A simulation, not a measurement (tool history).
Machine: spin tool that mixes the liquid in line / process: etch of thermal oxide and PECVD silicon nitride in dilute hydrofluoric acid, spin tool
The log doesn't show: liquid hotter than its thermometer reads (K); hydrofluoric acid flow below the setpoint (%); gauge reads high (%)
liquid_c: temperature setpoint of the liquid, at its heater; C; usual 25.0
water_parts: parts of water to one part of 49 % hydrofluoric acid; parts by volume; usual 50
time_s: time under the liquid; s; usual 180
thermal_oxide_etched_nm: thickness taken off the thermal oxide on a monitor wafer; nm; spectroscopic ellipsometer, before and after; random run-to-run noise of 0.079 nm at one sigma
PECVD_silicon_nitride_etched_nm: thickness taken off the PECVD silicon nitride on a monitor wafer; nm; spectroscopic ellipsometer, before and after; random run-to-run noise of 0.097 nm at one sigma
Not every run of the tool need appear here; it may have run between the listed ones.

run	hour	liquid_c	water_parts	time_s	wafers since the last listed run	hours since the thermometer was replaced	hours since the hydrofluoric acid flow meter was replaced	hours since the gauge calibration	read-back film thickness of the thermal oxide reference wafer, read on the same gauge (nm)	read-back film thickness of the PECVD silicon nitride reference wafer, read on the same gauge (nm)	thermal_oxide_etched_nm	PECVD_silicon_nitride_etched_nm
1	0.0	25.0	50	200	0	2123.3	1258.8	736.9	90.01	129.99	23.60	13.73
2	34.8	25.0	50	200	270	2158.1	1293.6	771.7	90.01	129.99	23.38	13.88
3	63.1	25.0	50	180	220	2186.4	1321.9	800.0	90.01	129.98	21.27	12.46
4	87.9	25.0	50	180	192	2211.2	1346.7	824.8	89.97	129.99	21.07	12.61
5	108.9	23.0	50	245	163	2232.2	1367.7	845.8	90.02	130.02	26.69	14.99
6	121.0	23.0	50	245	94	2244.3	1379.8	857.9	89.97	130.00	26.57	14.95
7	151.0	25.0	50	180	233	2274.3	1409.8	887.9	90.00	130.02	21.21	12.57
8	182.0	25.0	50	180	241	2305.3	1440.8	918.9	90.04	130.02	21.12	12.52
9	214.0	25.0	50	200	248	2337.3	1472.8	950.9	90.03	130.03	23.62	13.84
10	231.7	29.0	50	110	137	2355.0	1490.5	968.6	90.00	130.01	15.21	9.83
11	267.3	21.5	35	230	276	2390.6	1526.1	1004.2	90.00	129.99	34.08	18.03
# hour 280.5: hydrofluoric acid flow meter replaced
12	288.1	25.0	50	180	154	2411.4	7.6	1025.0	90.00	130.03	22.32	13.18
13	317.4	25.0	50	180	227	2440.7	36.9	1054.3	89.98	130.00	22.23	13.19
14	371.5	25.0	50	130	420	2494.8	91.0	1108.4	90.00	130.02	16.10	9.47
# hour 401.2: gauge calibrated
15	403.1	20.0	40	180	245	2526.4	122.6	1.9	90.02	130.01	22.98	11.75
# hour 406.4: thermometer replaced
16	436.7	28.5	40	280	253	30.3	156.2	35.5	90.01	130.00	46.41	27.71
17	460.6	29.0	65	180	185	54.2	180.1	59.4	89.98	130.03	18.10	11.59
18	482.4	25.0	60	75	169	76.0	201.9	81.2	90.02	130.00	7.02	4.04
19	506.7	21.0	40	180	189	100.3	226.2	105.5	89.99	130.00	22.01	10.80
20	541.8	28.0	55	75	273	135.4	261.3	140.6	90.02	130.02	8.66	5.34
21	571.3	28.0	35	90	229	164.9	290.8	170.1	90.00	129.97	16.84	9.90
22	596.2	25.0	50	180	193	189.8	315.7	195.0	90.00	130.02	20.35	11.63
23	626.4	23.5	65	180	234	220.0	345.9	225.2	89.97	129.98	14.52	8.04
24	657.6	30.0	50	180	242	251.2	377.1	256.4	90.00	130.01	24.97	16.24
25	686.9	29.0	65	180	227	280.5	406.4	285.7	89.98	129.99	18.14	11.50
26	708.4	30.0	50	95	167	302.0	427.9	307.2	89.99	129.98	13.14	8.45

Here are 4 independent what-if runs from the current tool condition. What would each one return?
A	708.9	25.0	50	180	3	302.5	428.4	307.7	?	?	?	?
B	708.9	25.0	40	180	3	302.5	428.4	307.7	?	?	?	?
C	708.9	21.0	60	270	3	302.5	428.4	307.7	?	?	?	?
D	708.9	29.5	40	115	3	302.5	428.4	307.7	?	?	?	?

run	read-back film thickness of the thermal oxide reference wafer, read on the same gauge (nm)	read-back film thickness of the PECVD silicon nitride reference wafer, read on the same gauge (nm)	thermal_oxide_etched_nm	PECVD_silicon_nitride_etched_nm
A	90.02	130.01	20.32	11.75
B	90.02	130.01	25.77	14.62
C	90.02	130.01	21.27	11.25
D	90.02	130.01	19.73	12.56
Had the tool no hidden state, the same runs would have come out as:
run	thermal_oxide_etched_nm	PECVD_silicon_nitride_etched_nm
A	20.36	11.58
B	25.80	14.41
C	21.30	11.08
D	19.78	12.40

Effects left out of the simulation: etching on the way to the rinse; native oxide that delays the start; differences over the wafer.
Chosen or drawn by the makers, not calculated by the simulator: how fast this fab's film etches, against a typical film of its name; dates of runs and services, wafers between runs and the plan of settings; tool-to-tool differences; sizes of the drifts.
